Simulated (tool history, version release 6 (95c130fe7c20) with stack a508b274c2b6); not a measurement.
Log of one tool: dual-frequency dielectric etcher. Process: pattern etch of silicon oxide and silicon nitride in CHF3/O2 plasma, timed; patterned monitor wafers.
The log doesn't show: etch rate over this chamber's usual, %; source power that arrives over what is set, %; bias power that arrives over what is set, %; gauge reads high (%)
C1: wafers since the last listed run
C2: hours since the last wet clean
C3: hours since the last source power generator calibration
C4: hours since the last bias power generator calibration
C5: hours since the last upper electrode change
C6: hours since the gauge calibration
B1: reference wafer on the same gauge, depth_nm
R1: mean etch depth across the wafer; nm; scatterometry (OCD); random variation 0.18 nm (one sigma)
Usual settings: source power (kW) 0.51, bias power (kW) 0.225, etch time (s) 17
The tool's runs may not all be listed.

Run 1, day 0: usual settings but etch time (s) 19; C1 0; C2 129.4; C3 953.2; C4 2546.3; C5 1918.8; C6 681.7; B1 29.61. Result: R1 32.09 nm.
Run 2, day 1.871: usual settings but etch time (s) 19; C1 706; C2 174.3; C3 998.1; C4 2591.2; C5 1963.7; C6 726.6; B1 29.75. Result: R1 32.08 nm.
Run 3, day 3.175: usual settings but etch time (s) 19.5; C1 492; C2 205.6; C3 1029.4; C4 2622.5; C5 1995; C6 757.9; B1 29.73. Result: R1 32.67 nm.
At day 5.158: gauge calibrated.
Run 4, day 6.129: usual settings but etch time (s) 19.5; C1 1116; C2 276.5; C3 1100.3; C4 2693.4; C5 2065.9; C6 23.3; B1 29.65. Result: R1 33.34 nm.
Run 5, day 8.679: usual settings but bias power (kW) 0.183; C1 963; C2 337.7; C3 1161.5; C4 2754.6; C5 2127.1; C6 84.5; B1 29.64. Result: R1 27.22 nm.
Run 6, day 10.671: usual settings but bias power (kW) 0.183; C1 752; C2 385.5; C3 1209.3; C4 2802.4; C5 2174.9; C6 132.3; B1 29.77. Result: R1 27.2 nm.
Run 7, day 13.325: usual settings; C1 1002; C2 449.2; C3 1273; C4 2866.1; C5 2238.6; C6 196; B1 29.81. Result: R1 28.74 nm.
At day 14: bias power generator calibrated.
At day 15.117: wet clean of the chamber.
Run 8, day 16.171: usual settings; C1 634; C2 25.3; C3 1341.3; C4 52.1; C5 2306.9; C6 264.3; B1 29.73. Result: R1 28.69 nm.
At day 17.267: upper electrode replaced.
Run 9, day 18.067: usual settings; C1 338; C2 70.8; C3 1386.8; C4 97.6; C5 19.2; C6 309.8; B1 29.68. Result: R1 28.61 nm.
Run 10, day 19.717: usual settings; C1 623; C2 110.4; C3 1426.4; C4 137.2; C5 58.8; C6 349.4; B1 29.7. Result: R1 28.9 nm.
Run 11, day 20.862: usual settings but source power (kW) 0.6, bias power (kW) 0.245, etch time (s) 21.5; C1 432; C2 137.9; C3 1453.9; C4 164.7; C5 86.3; C6 376.9; B1 29.72. Result: R1 40.58 nm.
Run 12, day 23.454: usual settings but bias power (kW) 0.279, etch time (s) 22; C1 979; C2 200.1; C3 1516.1; C4 226.9; C5 148.5; C6 439.1; B1 29.71. Result: R1 39.91 nm.
Run 13, day 24.758: usual settings but source power (kW) 0.44, bias power (kW) 0.275; C1 492; C2 231.4; C3 1547.4; C4 258.2; C5 179.8; C6 470.4; B1 29.8. Result: R1 28.01 nm.
At day 25.104: source power generator calibrated.
Run 14, day 27.45: usual settings but etch time (s) 19.5; C1 954; C2 296; C3 56.3; C4 322.8; C5 244.4; C6 535; B1 29.67. Result: R1 33.62 nm.
Run 15, day 29.462: usual settings but source power (kW) 0.39, bias power (kW) 0.249, etch time (s) 22; C1 760; C2 344.3; C3 104.6; C4 371.1; C5 292.7; C6 583.3; B1 29.73. Result: R1 32.18 nm.
At day 31.933: gauge calibrated.
At day 33.312: source power generator calibrated, repeated, since the last time left the tool worse.
Run 16, day 35.521: usual settings; C1 2226; C2 489.7; C3 53; C4 516.5; C5 438.1; C6 86.1; B1 29.71. Result: R1 28.38 nm.
Run 17, day 37.638: usual settings but source power (kW) 0.59, bias power (kW) 0.254, etch time (s) 15.5; C1 799; C2 540.5; C3 103.8; C4 567.3; C5 488.9; C6 136.9; B1 29.75. Result: R1 28.95 nm.
At day 40.304: wet clean of the chamber.
Run 18, day 40.325: usual settings but source power (kW) 0.55, bias power (kW) 0.187, etch time (s) 13; C1 637; C2 0.5; C3 168.3; C4 631.8; C5 553.4; C6 201.4; B1 29.72. Result: R1 21.65 nm.
Run 19, day 41.054: usual settings but source power (kW) 0.45; C1 275; C2 18; C3 185.8; C4 649.3; C5 570.9; C6 218.9; B1 29.66. Result: R1 26.49 nm.
Run 20, day 42.104: usual settings but source power (kW) 0.56, bias power (kW) 0.199, etch time (s) 20; C1 396; C2 43.2; C3 211; C4 674.5; C5 596.1; C6 244.1; B1 29.63. Result: R1 34.29 nm.
Run 21, day 44.592: usual settings but bias power (kW) 0.188; C1 939; C2 102.9; C3 270.7; C4 734.2; C5 655.8; C6 303.8; B1 29.64. Result: R1 27.23 nm.

4 ways to go on from here, each from the tool as it stands after run 21. What would each give?
Run A, day 44.608: usual settings; C1 6; C2 103.3; C3 271.1; C4 734.6; C5 656.2; C6 304.2; B1 ?. Result: R1 ?.
Run B, day 44.608: usual settings but source power (kW) 0.63; C1 6; C2 103.3; C3 271.1; C4 734.6; C5 656.2; C6 304.2; B1 ?. Result: R1 ?.
Run C, day 44.608: usual settings but source power (kW) 0.4, etch time (s) 13.5; C1 6; C2 103.3; C3 271.1; C4 734.6; C5 656.2; C6 304.2; B1 ?. Result: R1 ?.
Run D, day 44.608: usual settings but source power (kW) 0.56, bias power (kW) 0.205, etch time (s) 20; C1 6; C2 103.3; C3 271.1; C4 734.6; C5 656.2; C6 304.2; B1 ?. Result: R1 ?.

run     B1     R1
  A  29.58  28.41
  B  29.58  32.09
  C  29.58  19.23
  D  29.58  34.38
Without the tool's hidden state the same runs would have given:
run     R1
  A   28.2
  B  31.84
  C  19.09
  D  34.12

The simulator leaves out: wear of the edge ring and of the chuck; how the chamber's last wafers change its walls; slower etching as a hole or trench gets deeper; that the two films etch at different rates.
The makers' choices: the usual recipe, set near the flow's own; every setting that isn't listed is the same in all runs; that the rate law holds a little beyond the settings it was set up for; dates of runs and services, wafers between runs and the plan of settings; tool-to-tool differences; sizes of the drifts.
